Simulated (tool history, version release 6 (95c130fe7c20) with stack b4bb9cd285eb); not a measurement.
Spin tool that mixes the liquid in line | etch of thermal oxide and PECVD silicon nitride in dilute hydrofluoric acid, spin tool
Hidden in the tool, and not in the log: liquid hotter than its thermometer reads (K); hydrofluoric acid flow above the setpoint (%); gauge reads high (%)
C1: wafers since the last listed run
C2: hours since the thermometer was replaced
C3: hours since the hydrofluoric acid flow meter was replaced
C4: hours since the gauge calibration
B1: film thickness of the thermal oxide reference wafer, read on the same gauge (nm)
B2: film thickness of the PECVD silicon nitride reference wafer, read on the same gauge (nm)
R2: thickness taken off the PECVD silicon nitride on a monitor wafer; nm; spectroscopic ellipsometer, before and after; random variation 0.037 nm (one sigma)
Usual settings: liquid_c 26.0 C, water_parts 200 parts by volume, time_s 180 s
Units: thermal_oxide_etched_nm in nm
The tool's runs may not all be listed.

run 1 hour=0.0 | liquid_c=26.0 water_parts=200 time_s=180 | C1=0 C2=1190.2 C3=692.2 C4=145.8 | B1=80.006 B2=120.006 | thermal_oxide_etched_nm=4.886 R2=4.223
run 2 hour=11.3 | liquid_c=26.0 water_parts=200 time_s=180 | C1=56 C2=1201.5 C3=703.5 C4=157.1 | B1=79.999 B2=119.995 | thermal_oxide_etched_nm=4.903 R2=4.164
run 3 hour=17.4 | liquid_c=26.0 water_parts=200 time_s=180 | C1=30 C2=1207.6 C3=709.6 C4=163.2 | B1=79.975 B2=119.998 | thermal_oxide_etched_nm=4.902 R2=4.155
run 4 hour=31.4 | liquid_c=26.0 water_parts=200 time_s=180 | C1=69 C2=1221.6 C3=723.6 C4=177.2 | B1=79.994 B2=120.022 | thermal_oxide_etched_nm=4.885 R2=4.188
run 5 hour=46.7 | liquid_c=26.0 water_parts=200 time_s=180 | C1=76 C2=1236.9 C3=738.9 C4=192.5 | B1=79.986 B2=119.990 | thermal_oxide_etched_nm=4.902 R2=4.265
run 6 hour=56.2 | liquid_c=26.0 water_parts=200 time_s=180 | C1=47 C2=1246.4 C3=748.4 C4=202.0 | B1=80.032 B2=120.008 | thermal_oxide_etched_nm=4.923 R2=4.217
run 7 hour=66.4 | liquid_c=26.0 water_parts=200 time_s=180 | C1=50 C2=1256.6 C3=758.6 C4=212.2 | B1=80.019 B2=120.000 | thermal_oxide_etched_nm=4.937 R2=4.168
run 8 hour=83.1 | liquid_c=26.0 water_parts=200 time_s=180 | C1=83 C2=1273.3 C3=775.3 C4=228.9 | B1=79.983 B2=119.998 | thermal_oxide_etched_nm=4.955 R2=4.116
-- hour=89.1 hydrofluoric acid flow meter replaced
-- hour=95.0 gauge calibrated
run 9 hour=98.4 | liquid_c=26.0 water_parts=200 time_s=180 | C1=71 C2=1288.6 C3=9.3 C4=3.4 | B1=79.985 B2=119.995 | thermal_oxide_etched_nm=4.604 R2=3.930
run 10 hour=106.0 | liquid_c=26.0 water_parts=200 time_s=180 | C1=37 C2=1296.2 C3=16.9 C4=11.0 | B1=79.978 B2=120.002 | thermal_oxide_etched_nm=4.565 R2=3.887
run 11 hour=121.3 | liquid_c=29.0 water_parts=200 time_s=95 | C1=76 C2=1311.5 C3=32.2 C4=26.3 | B1=80.011 B2=119.989 | thermal_oxide_etched_nm=2.651 R2=2.550
run 12 hour=132.2 | liquid_c=29.0 water_parts=200 time_s=95 | C1=54 C2=1322.4 C3=43.1 C4=37.2 | B1=79.988 B2=119.977 | thermal_oxide_etched_nm=2.689 R2=2.479
run 13 hour=141.0 | liquid_c=29.5 water_parts=130 time_s=180 | C1=43 C2=1331.2 C3=51.9 C4=46.0 | B1=79.999 B2=119.988 | thermal_oxide_etched_nm=8.713 R2=7.680
run 14 hour=162.8 | liquid_c=29.5 water_parts=275 time_s=100 | C1=108 C2=1353.0 C3=73.7 C4=67.8 | B1=80.021 B2=120.007 | thermal_oxide_etched_nm=1.917 R2=1.983
-- hour=166.5 thermometer replaced
run 15 hour=171.9 | liquid_c=22.0 water_parts=235 time_s=130 | C1=40 C2=5.4 C3=82.8 C4=76.9 | B1=80.027 B2=119.985 | thermal_oxide_etched_nm=2.165 R2=1.690
run 16 hour=189.7 | liquid_c=23.0 water_parts=260 time_s=225 | C1=88 C2=23.2 C3=100.6 C4=94.7 | B1=79.974 B2=119.994 | thermal_oxide_etched_nm=3.443 R2=2.799
run 17 hour=200.0 | liquid_c=26.0 water_parts=200 time_s=105 | C1=51 C2=33.5 C3=110.9 C4=105.0 | B1=79.971 B2=119.996 | thermal_oxide_etched_nm=2.485 R2=2.069
run 18 hour=217.8 | liquid_c=28.0 water_parts=150 time_s=280 | C1=88 C2=51.3 C3=128.7 C4=122.8 | B1=79.988 B2=119.991 | thermal_oxide_etched_nm=10.067 R2=8.245
run 19 hour=230.5 | liquid_c=26.0 water_parts=200 time_s=215 | C1=63 C2=64.0 C3=141.4 C4=135.5 | B1=79.982 B2=120.030 | thermal_oxide_etched_nm=5.115 R2=4.208
run 20 hour=239.6 | liquid_c=26.0 water_parts=230 time_s=180 | C1=45 C2=73.1 C3=150.5 C4=144.6 | B1=80.026 B2=119.976 | thermal_oxide_etched_nm=3.614 R2=3.008
run 21 hour=249.8 | liquid_c=30.5 water_parts=200 time_s=180 | C1=50 C2=83.3 C3=160.7 C4=154.8 | B1=79.992 B2=119.987 | thermal_oxide_etched_nm=5.001 R2=4.627
run 22 hour=264.5 | liquid_c=24.0 water_parts=120 time_s=215 | C1=73 C2=98.0 C3=175.4 C4=169.5 | B1=79.985 B2=119.993 | thermal_oxide_etched_nm=8.655 R2=6.337
run 23 hour=271.2 | liquid_c=28.0 water_parts=155 time_s=285 | C1=33 C2=104.7 C3=182.1 C4=176.2 | B1=80.033 B2=120.013 | thermal_oxide_etched_nm=10.037 R2=8.232
run 24 hour=278.8 | liquid_c=26.0 water_parts=200 time_s=180 | C1=37 C2=112.3 C3=189.7 C4=183.8 | B1=79.965 B2=119.995 | thermal_oxide_etched_nm=4.278 R2=3.497
run 25 hour=290.2 | liquid_c=26.0 water_parts=200 time_s=180 | C1=56 C2=123.7 C3=201.1 C4=195.2 | B1=79.984 B2=119.986 | thermal_oxide_etched_nm=4.296 R2=3.570
run 26 hour=296.6 | liquid_c=24.0 water_parts=120 time_s=215 | C1=31 C2=130.1 C3=207.5 C4=201.6 | B1=79.974 B2=120.017 | thermal_oxide_etched_nm=8.778 R2=6.243

4 ways to go on from here, each from the tool as it stands after run 26. What would each give?
run A hour=297.1 | liquid_c=26.0 water_parts=200 time_s=180 | C1=2 C2=130.6 C3=208.0 C4=202.1 | B1=? B2=? | thermal_oxide_etched_nm=? R2=?
run B hour=297.1 | liquid_c=26.0 water_parts=120 time_s=180 | C1=2 C2=130.6 C3=208.0 C4=202.1 | B1=? B2=? | thermal_oxide_etched_nm=? R2=?
run C hour=297.1 | liquid_c=24.5 water_parts=200 time_s=180 | C1=2 C2=130.6 C3=208.0 C4=202.1 | B1=? B2=? | thermal_oxide_etched_nm=? R2=?
run D hour=297.1 | liquid_c=21.5 water_parts=110 time_s=285 | C1=2 C2=130.6 C3=208.0 C4=202.1 | B1=? B2=? | thermal_oxide_etched_nm=? R2=?

run=A B1=79.995 B2=120.003 thermal_oxide_etched_nm=4.358 R2=3.628
run=B B1=79.995 B2=120.003 thermal_oxide_etched_nm=7.979 R2=6.043
run=C B1=79.995 B2=120.003 thermal_oxide_etched_nm=4.127 R2=3.304
run=D B1=79.995 B2=120.003 thermal_oxide_etched_nm=11.688 R2=7.765
Without the tool's hidden state the same runs would have given:
run=A thermal_oxide_etched_nm=4.214 R2=3.498
run=B thermal_oxide_etched_nm=7.721 R2=5.823
run=C thermal_oxide_etched_nm=3.990 R2=3.185
run=D thermal_oxide_etched_nm=11.309 R2=7.478

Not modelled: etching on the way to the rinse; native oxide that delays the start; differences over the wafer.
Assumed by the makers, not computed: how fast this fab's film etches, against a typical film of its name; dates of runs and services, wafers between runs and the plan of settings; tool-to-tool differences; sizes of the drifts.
